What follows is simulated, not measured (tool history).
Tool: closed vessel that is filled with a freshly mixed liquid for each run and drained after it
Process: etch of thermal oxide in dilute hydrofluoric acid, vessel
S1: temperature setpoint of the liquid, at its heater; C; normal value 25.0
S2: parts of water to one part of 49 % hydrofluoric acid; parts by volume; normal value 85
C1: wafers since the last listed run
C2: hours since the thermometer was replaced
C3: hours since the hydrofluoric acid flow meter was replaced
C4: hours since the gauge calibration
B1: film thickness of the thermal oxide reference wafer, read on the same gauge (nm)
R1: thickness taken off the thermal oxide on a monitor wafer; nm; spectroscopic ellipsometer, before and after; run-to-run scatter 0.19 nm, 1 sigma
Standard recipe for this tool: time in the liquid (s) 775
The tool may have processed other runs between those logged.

Run 1, day 0.000: usual settings but time in the liquid (s) 895; C1 0; C2 1801.8; C3 399.3; C4 540.7; B1 109.99. Result: R1 46.30 nm.
Run 2, day 1.325: usual settings; C1 2241; C2 1833.6; C3 431.1; C4 572.5; B1 109.96. Result: R1 40.25 nm.
Run 3, day 3.279: usual settings; C1 3305; C2 1880.5; C3 478.0; C4 619.4; B1 109.98. Result: R1 39.95 nm.
Run 4, day 6.200: usual settings; C1 4940; C2 1950.6; C3 548.1; C4 689.5; B1 109.98. Result: R1 40.30 nm.
Run 5, day 7.925: usual settings; C1 2917; C2 1992.0; C3 589.5; C4 730.9; B1 110.02. Result: R1 40.17 nm.
Run 6, day 9.396: usual settings; C1 2487; C2 2027.3; C3 624.8; C4 766.2; B1 110.03. Result: R1 40.39 nm.
Run 7, day 12.325: usual settings; C1 4954; C2 2097.6; C3 695.1; C4 836.5; B1 109.99. Result: R1 40.29 nm.
Run 8, day 14.096: usual settings; C1 2995; C2 2140.1; C3 737.6; C4 879.0; B1 110.01. Result: R1 40.57 nm.
Run 9, day 16.246: usual settings; C1 3636; C2 2191.7; C3 789.2; C4 930.6; B1 109.99. Result: R1 39.99 nm.
Run 10, day 18.962: usual settings; C1 4594; C2 2256.9; C3 854.4; C4 995.8; B1 110.01. Result: R1 40.43 nm.
Run 11, day 20.283: usual settings; C1 2234; C2 2288.6; C3 886.1; C4 1027.5; B1 110.02. Result: R1 40.39 nm.
Run 12, day 21.588: usual settings; C1 2205; C2 2319.9; C3 917.4; C4 1058.8; B1 109.98. Result: R1 40.08 nm.
Run 13, day 24.004: usual settings; C1 4087; C2 2377.9; C3 975.4; C4 1116.8; B1 110.00. Result: R1 40.36 nm.
Run 14, day 25.588: usual settings; C1 2678; C2 2415.9; C3 1013.4; C4 1154.8; B1 110.03. Result: R1 40.35 nm.
Run 15, day 27.962: usual settings; C1 4017; C2 2472.9; C3 1070.4; C4 1211.8; B1 110.00. Result: R1 40.19 nm.
Run 16, day 29.346: usual settings; C1 2339; C2 2506.1; C3 1103.6; C4 1245.0; B1 109.99. Result: R1 40.47 nm.
Run 17, day 31.308: usual settings; C1 3319; C2 2553.2; C3 1150.7; C4 1292.1; B1 109.99. Result: R1 40.62 nm.
Run 18, day 32.567: usual settings; C1 2128; C2 2583.4; C3 1180.9; C4 1322.3; B1 110.01. Result: R1 40.31 nm.
Run 19, day 35.096: usual settings; C1 4277; C2 2644.1; C3 1241.6; C4 1383.0; B1 110.01. Result: R1 40.50 nm.
At day 36.192: gauge calibrated.
Run 20, day 36.942: usual settings but S1 20.5 C, S2 115 parts by volume, time in the liquid (s) 1135; C1 3122; C2 2688.4; C3 1285.9; C4 18.0; B1 110.01. Result: R1 35.17 nm.
At day 38.396: thermometer replaced.
Run 21, day 39.717: usual settings but S1 27.0 C, S2 105 parts by volume, time in the liquid (s) 945; C1 4623; C2 31.7; C3 1352.5; C4 84.6; B1 109.99. Result: R1 41.58 nm.
Run 22, day 41.483: usual settings; C1 2988; C2 74.1; C3 1394.9; C4 127.0; B1 110.02. Result: R1 40.24 nm.
Run 23, day 43.238: usual settings but S1 21.5 C, S2 65 parts by volume, time in the liquid (s) 1125; C1 2966; C2 116.2; C3 1437.0; C4 169.1; B1 110.01. Result: R1 67.82 nm.
Run 24, day 45.183: usual settings but S1 20.0 C; C1 3291; C2 162.9; C3 1483.7; C4 215.8; B1 110.01. Result: R1 33.00 nm.
Run 25, day 47.321: usual settings but S1 23.5 C, S2 115 parts by volume, time in the liquid (s) 495; C1 3615; C2 214.2; C3 1535.0; C4 267.1; B1 110.02. Result: R1 17.10 nm.
Run 26, day 48.475: usual settings but S1 27.5 C, S2 125 parts by volume; C1 1952; C2 241.9; C3 1562.7; C4 294.8; B1 109.98. Result: R1 28.94 nm.
Run 27, day 50.642: usual settings but S1 29.5 C, time in the liquid (s) 525; C1 3664; C2 293.9; C3 1614.7; C4 346.8; B1 109.98. Result: R1 32.49 nm.
Run 28, day 51.788: usual settings but S2 125 parts by volume, time in the liquid (s) 1065; C1 1938; C2 321.4; C3 1642.2; C4 374.3; B1 110.01. Result: R1 36.06 nm.
At day 53.271: hydrofluoric acid flow meter replaced.
Run 29, day 59.800: usual settings but S2 60 parts by volume, time in the liquid (s) 920; C1 13481; C2 513.7; C3 156.7; C4 566.6; B1 109.99. Result: R1 70.22 nm.
Run 30, day 62.221: usual settings; C1 4094; C2 571.8; C3 214.8; C4 624.7; B1 109.98. Result: R1 40.35 nm.
Run 31, day 63.354: usual settings; C1 1916; C2 599.0; C3 242.0; C4 651.9; B1 109.97. Result: R1 40.41 nm.
Run 32, day 66.188: usual settings but S1 27.0 C, S2 115 parts by volume, time in the liquid (s) 445; C1 4792; C2 667.0; C3 310.0; C4 719.9; B1 109.99. Result: R1 17.78 nm.
Run 33, day 67.367: usual settings but S1 22.0 C, S2 115 parts by volume, time in the liquid (s) 475; C1 1994; C2 695.3; C3 338.3; C4 748.2; B1 110.01. Result: R1 15.64 nm.
Run 34, day 69.021: usual settings but S1 21.5 C, time in the liquid (s) 660; C1 2797; C2 735.0; C3 378.0; C4 787.9; B1 110.01. Result: R1 29.92 nm.

Consider 4 possible next runs. They are alternatives, not a sequence: every one starts from the tool as it was left by run 34. What does each give?
Run A, day 69.058: usual settings; C1 63; C2 735.9; C3 378.9; C4 788.8; B1 ?. Result: R1 ?.
Run B, day 69.058: usual settings but S1 22.0 C, S2 65 parts by volume, time in the liquid (s) 505; C1 63; C2 735.9; C3 378.9; C4 788.8; B1 ?. Result: R1 ?.
Run C, day 69.058: usual settings but S1 21.0 C, S2 100 parts by volume, time in the liquid (s) 940; C1 63; C2 735.9; C3 378.9; C4 788.8; B1 ?. Result: R1 ?.
Run D, day 69.058: usual settings but S1 28.0 C, S2 120 parts by volume, time in the liquid (s) 655; C1 63; C2 735.9; C3 378.9; C4 788.8; B1 ?. Result: R1 ?.

run      B1     R1
  A  109.96  40.36
  B  109.96  31.23
  C  109.96  34.79
  D  109.96  25.93
With no hidden state in the tool, these same runs would have given:
run     R1
  A  40.36
  B  31.23
  C  34.79
  D  25.93
